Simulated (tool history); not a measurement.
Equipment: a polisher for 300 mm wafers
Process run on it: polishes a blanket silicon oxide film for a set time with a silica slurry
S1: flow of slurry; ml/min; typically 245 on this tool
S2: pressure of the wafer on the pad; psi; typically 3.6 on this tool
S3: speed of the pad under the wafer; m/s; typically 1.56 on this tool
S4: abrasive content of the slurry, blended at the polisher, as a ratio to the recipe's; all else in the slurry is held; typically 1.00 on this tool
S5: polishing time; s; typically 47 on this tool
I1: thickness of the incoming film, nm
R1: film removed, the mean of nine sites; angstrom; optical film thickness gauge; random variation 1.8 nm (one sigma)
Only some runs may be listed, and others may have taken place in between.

run 1 day=0.000 | S1=245 S2=3.6 S3=1.56 S4=1.00 S5=47 | I1=1237.5 | R1=1682
run 2 day=0.312 | S1=245 S2=3.6 S3=1.56 S4=1.00 S5=47 | I1=1211.0 | R1=1709
run 3 day=1.025 | S1=245 S2=3.6 S3=1.56 S4=1.00 S5=47 | I1=1211.7 | R1=1669
run 4 day=1.704 | S1=245 S2=3.6 S3=1.56 S4=1.00 S5=47 | I1=1246.2 | R1=1650
run 5 day=2.358 | S1=245 S2=3.6 S3=1.56 S4=1.00 S5=47 | I1=1201.0 | R1=1628
run 6 day=3.042 | S1=245 S2=4.1 S3=1.90 S4=1.25 S5=63 | I1=1220.7 | R1=3368
run 7 day=4.588 | S1=245 S2=3.6 S3=1.56 S4=1.00 S5=47 | I1=1204.4 | R1=1684
run 8 day=4.908 | S1=245 S2=3.6 S3=1.56 S4=1.15 S5=51 | I1=1232.1 | R1=1982
run 9 day=5.300 | S1=205 S2=4.7 S3=1.32 S4=0.75 S5=47 | I1=1220.0 | R1=1516
run 10 day=5.704 | S1=320 S2=3.6 S3=1.56 S4=1.00 S5=47 | I1=1214.0 | R1=1742
run 11 day=6.050 | S1=245 S2=4.4 S3=1.56 S4=1.00 S5=47 | I1=1213.4 | R1=1992
run 12 day=6.346 | S1=245 S2=3.6 S3=1.56 S4=1.00 S5=47 | I1=1202.8 | R1=1679
run 13 day=7.071 | S1=245 S2=4.0 S3=1.56 S4=1.00 S5=52 | I1=1227.3 | R1=2047
run 14 day=7.492 | S1=245 S2=3.6 S3=2.00 S4=0.90 S5=47 | I1=1224.2 | R1=1916
run 15 day=7.825 | S1=245 S2=2.8 S3=1.16 S4=1.30 S5=47 | I1=1226.3 | R1=1213
run 16 day=8.550 | S1=245 S2=3.0 S3=1.56 S4=0.80 S5=47 | I1=1222.0 | R1=1265
run 17 day=8.725 | S1=215 S2=4.4 S3=1.56 S4=1.00 S5=47 | I1=1231.2 | R1=1920
run 18 day=9.462 | S1=245 S2=3.6 S3=1.56 S4=1.00 S5=33 | I1=1211.5 | R1=1153
run 19 day=9.925 | S1=200 S2=3.6 S3=1.86 S4=0.85 S5=54 | I1=1204.7 | R1=1876
run 20 day=10.483 | S1=205 S2=3.6 S3=1.34 S4=0.75 S5=47 | I1=1231.3 | R1=1163
run 21 day=11.000 | S1=300 S2=4.6 S3=1.72 S4=1.00 S5=62 | I1=1208.6 | R1=2909
run 22 day=11.408 | S1=245 S2=3.6 S3=1.56 S4=1.00 S5=47 | I1=1224.6 | R1=1600
run 23 day=11.892 | S1=245 S2=3.6 S3=1.56 S4=1.00 S5=47 | I1=1208.6 | R1=1561
run 24 day=12.379 | S1=245 S2=3.6 S3=1.56 S4=0.85 S5=47 | I1=1228.6 | R1=1440
run 25 day=12.992 | S1=245 S2=3.6 S3=1.56 S4=1.15 S5=59 | I1=1231.2 | R1=2081
run 26 day=13.475 | S1=245 S2=3.0 S3=1.28 S4=1.00 S5=47 | I1=1226.3 | R1=1131
run 27 day=13.804 | S1=245 S2=3.6 S3=1.56 S4=1.00 S5=47 | I1=1205.2 | R1=1544

Put back what was entered between runs (6 entries, withheld): which listed runs does each sit between, and how does the hidden state differ from the listed run before to the listed run after?
After run 5, before run 6: slurry nozzle cleaned (day 2.796); worn pad replaced by a new one (day 3.021)
  slurry flow missing at the pad, %: 37.4 -> 7.23; deviation of the head's pressure from its setpoint, %: -2.02 -> -2.42
  the result without the hidden state subtracted from the measured one, R1: -154 -> -99 angstrom
After run 6, before run 7: conditioning disc replaced and pad reconditioned (day 3.775)
  slurry flow missing at the pad, %: 7.23 -> 12.4; deviation of the head's pressure from its setpoint, %: -2.42 -> -3.27
  the result without the hidden state subtracted from the measured one, R1: -99 -> -75 angstrom
After run 15, before run 16: slurry blender recalibrated (day 8.529)
  slurry flow missing at the pad, %: 23.2 -> 25.6; deviation of the head's pressure from its setpoint, %: -4.82 -> -5.13
  the result without the hidden state subtracted from the measured one, R1: -96 -> -111 angstrom
After run 17, before run 18: worn pad replaced by a new one (day 8.908)
  slurry flow missing at the pad, %: 26.2 -> 28.7; deviation of the head's pressure from its setpoint, %: -5.2 -> -5.5
  the result without the hidden state subtracted from the measured one, R1: -185 -> -114 angstrom
After run 25, before run 26: worn pad replaced by a new one (day 13.383)
  slurry flow missing at the pad, %: 40.5 -> 42.1; deviation of the head's pressure from its setpoint, %: -6.74 -> -6.89
  the result without the hidden state subtracted from the measured one, R1: -314 -> -181 angstrom

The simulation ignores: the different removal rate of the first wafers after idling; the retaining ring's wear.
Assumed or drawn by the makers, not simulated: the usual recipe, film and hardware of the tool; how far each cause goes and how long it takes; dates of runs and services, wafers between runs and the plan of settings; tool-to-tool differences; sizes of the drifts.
